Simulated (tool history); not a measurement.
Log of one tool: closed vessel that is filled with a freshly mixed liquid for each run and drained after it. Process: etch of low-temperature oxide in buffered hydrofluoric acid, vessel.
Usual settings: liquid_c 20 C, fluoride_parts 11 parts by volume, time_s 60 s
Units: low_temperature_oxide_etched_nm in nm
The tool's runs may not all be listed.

run,day,liquid_c,fluoride_parts,time_s,"read-back film thickness of the low-temperature oxide reference wafer, read on the same gauge (nm)",low_temperature_oxide_etched_nm
1,0,21.5,11,45,139.98,166.63
2,1.858,20,11,60,139.99,203.33
3,5.45,24,11,60,140.05,258.51
4,8.758,24,11,60,140.02,255.24
5,12.821,24,11,60,139.97,253.64
6,15.375,20,11,60,139.96,201.4
7,18.879,20,11,60,139.97,204.91
# day 19.862: hydrofluoric acid flow meter replaced
8,23.058,20,10,60,139.98,224.36
# day 23.117: thermometer replaced
9,25.046,20,10,60,140.04,205.49
10,27.304,20,14.5,60,139.97,140.11
11,29.438,24.5,11,60,139.99,236.45
12,33.288,20,11,60,139.98,187.1
# day 34.225: gauge calibrated
13,36.425,17,8,90,140.01,308.03
# day 38.338: thermometer replaced, repeated, since the last time left the tool worse
14,40.104,20,11,60,140,216.77
15,43.529,20,11,60,140.02,220.14
# day 44.575: hydrofluoric acid flow meter replaced
16,46.279,20,15.5,30,140.03,77.96
17,49.892,21.5,13,70,140.01,229.69
18,53.796,18,12.5,30,139.98,85.61
19,57.029,20,12.5,60,140.03,188.32
20,58.588,20,11,45,140.03,156.68
21,62.108,24.5,7.5,45,140.02,291.31

Hidden state or all else? Some run-to-run changes of low_temperature_oxide_etched_nm, split into what the settings, what came in and random variation would give without the hidden state, and what is left for the hidden state (with any gauge scatter that isn't in both results):
The hidden state here: liquid colder than its thermometer reads (K); hydrofluoric acid flow above the setpoint (%); gauge reads high (%).
Run 12 -> 13: liquid_c 20 -> 17, fluoride_parts 11 -> 8, time_s 60 -> 90, gauge calibrated. low_temperature_oxide_etched_nm +120.93 nm: hidden state -26.14, all else +147.07.
Run 13 -> 14: liquid_c 17 -> 20, fluoride_parts 8 -> 11, time_s 90 -> 60, thermometer replaced, repeated, since the last time left the tool worse. low_temperature_oxide_etched_nm -91.26 nm: hidden state +60.59, all else -151.85.
Run 16 -> 17: liquid_c 20 -> 21.5, fluoride_parts 15.5 -> 13, time_s 30 -> 70. low_temperature_oxide_etched_nm +151.73 nm: hidden state -3.32, all else +155.05.
Run 17 -> 18: liquid_c 21.5 -> 18, fluoride_parts 13 -> 12.5, time_s 70 -> 30. low_temperature_oxide_etched_nm -144.08 nm: hidden state +2.52, all else -146.6.
